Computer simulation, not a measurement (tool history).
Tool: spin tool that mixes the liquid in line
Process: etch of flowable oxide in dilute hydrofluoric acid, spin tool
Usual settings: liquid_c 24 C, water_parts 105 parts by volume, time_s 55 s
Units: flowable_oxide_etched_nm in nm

run   hour  liquid_c  water_parts  time_s  wafers since the last listed run  hours since the thermometer was replaced  hours since the hydrofluoric acid flow meter was replaced  hours since the gauge calibration  read-back film thickness of the flowable oxide reference wafer, read on the same gauge (nm)  flowable_oxide_etched_nm
  1      0        24          105      55                                 0                                    1792.4                                                     1894.3                              262.2                                                                                       130.02                     28.31
  2    8.1        24          105      55                                87                                    1800.5                                                     1902.4                              270.3                                                                                       129.99                     28.45
  3   17.8        24          105      55                               105                                    1810.2                                                     1912.1                                280                                                                                       129.98                     28.22
  4   24.4        24          105      55                                71                                    1816.8                                                     1918.7                              286.6                                                                                       130.01                     28.46
  5   38.8        24          105      55                               155                                    1831.2                                                     1933.1                                301                                                                                       129.98                     28.54
  6   54.3        24          105      70                               167                                    1846.7                                                     1948.6                              316.5                                                                                       130.01                      36.1
      63.3  -- hydrofluoric acid flow meter replaced
      65.2  -- thermometer replaced
  7   96.3        24          105      70                               433                                      31.1                                                         33                              358.5                                                                                          130                     42.36
  8  104.9        24          105      70                                93                                      39.7                                                       41.6                              367.1                                                                                       130.02                     42.45
  9  117.2        24          105      55                               133                                        52                                                       53.9                              379.4                                                                                       130.01                     33.24
 10  131.5        24          105      55                               154                                      66.3                                                       68.2                              393.7                                                                                       130.01                     33.11
 11  144.2        24          105      55                               137                                        79                                                       80.9                              406.4                                                                                       129.98                     33.07
 12  156.3        20          130      85                               131                                      91.1                                                         93                              418.5                                                                                       129.95                     34.54
 13  170.5        24          105      70                               153                                     105.3                                                      107.2                              432.7                                                                                       129.99                     42.43
 14  182.4        24           55      55                               128                                     117.2                                                      119.1                              444.6                                                                                       129.99                     67.68
 15  190.9        22          105      20                                92                                     125.7                                                      127.6                              453.1                                                                                       129.99                     11.03
 16  205.1        21          105      55                               153                                     139.9                                                      141.8                              467.3                                                                                       129.97                     29.62
 17  222.8        27          105      55                               191                                     157.6                                                      159.5                                485                                                                                       130.01                     37.02
 18  235.4        24          105      55                               136                                     170.2                                                      172.1                              497.6                                                                                       129.98                     33.36
 19    249        22          140      80                               147                                     183.8                                                      185.7                              511.2                                                                                          130                     31.85
 20  265.8        24          125      55                               181                                     200.6                                                      202.5                                528                                                                                       129.96                     26.98
 21  278.1      20.5           75      25                               133                                     212.9                                                      214.8                              540.3                                                                                       130.05                     18.81
 22  290.7        24          105      55                               136                                     225.5                                                      227.4                              552.9                                                                                       130.04                     32.76
     298.2  -- gauge calibrated
 23  308.4        24          105      55                               191                                     243.2                                                      245.1                               10.2                                                                                          130                     32.64
 24  320.7        28           65      20                               133                                     255.5                                                      257.4                               22.5                                                                                       130.02                     23.75
 25  328.1        24          135      85                                80                                     262.9                                                      264.8                               29.9                                                                                       129.99                     37.91
 26  337.7        24          105      55                               103                                     272.5                                                      274.4                               39.5                                                                                       130.01                     32.51
 27  351.3      20.5          135      55                               147                                     286.1                                                        288                               53.1                                                                                       129.97                     21.37
 28  367.5      20.5           75      25                               175                                     302.3                                                      304.2                               69.3                                                                                       130.03                     18.56
 29  380.5      22.5          130      40                               140                                     315.3                                                      317.2                               82.3                                                                                       130.03                     17.52
 30  391.2      25.5          105      85                               115                                       326                                                      327.9                                 93                                                                                       130.02                      53.6
 31  406.3        24           85      25                               163                                     341.1                                                        343                              108.1                                                                                          130                     18.72
 32  421.4        24          130      55                               163                                     356.2                                                      358.1                              123.2                                                                                       129.99                     25.52
 33  432.7        24          105      55                               122                                     367.5                                                      369.4                              134.5                                                                                       129.99                     32.49

5 ways to go on from here, each from the tool as it stands after run 33. What would each give?
  A  433.1        24          145      55                                 4                                     367.9                                                      369.8                              134.9                                                                                            ?                         ?
  B  433.1      19.5          150      75                                 4                                     367.9                                                      369.8                              134.9                                                                                            ?                         ?
  C  433.1      28.5          105      55                                 4                                     367.9                                                      369.8                              134.9                                                                                            ?                         ?
  D  433.1        22           60      75                                 4                                     367.9                                                      369.8                              134.9                                                                                            ?                         ?
  E  433.1        20          105      55                                 4                                     367.9                                                      369.8                              134.9                                                                                            ?                         ?

run  read-back film thickness of the flowable oxide reference wafer, read on the same gauge (nm)  flowable_oxide_etched_nm
  A                                                                                       130.03                     22.31
  B                                                                                       130.03                     24.53
  C                                                                                       130.03                     38.47
  D                                                                                       130.03                     75.41
  E                                                                                       130.03                     27.56
Without the tool's hidden state the same runs would have given:
run  flowable_oxide_etched_nm
  A                     23.32
  B                     25.63
  C                     40.18
  D                     78.54
  E                     28.75
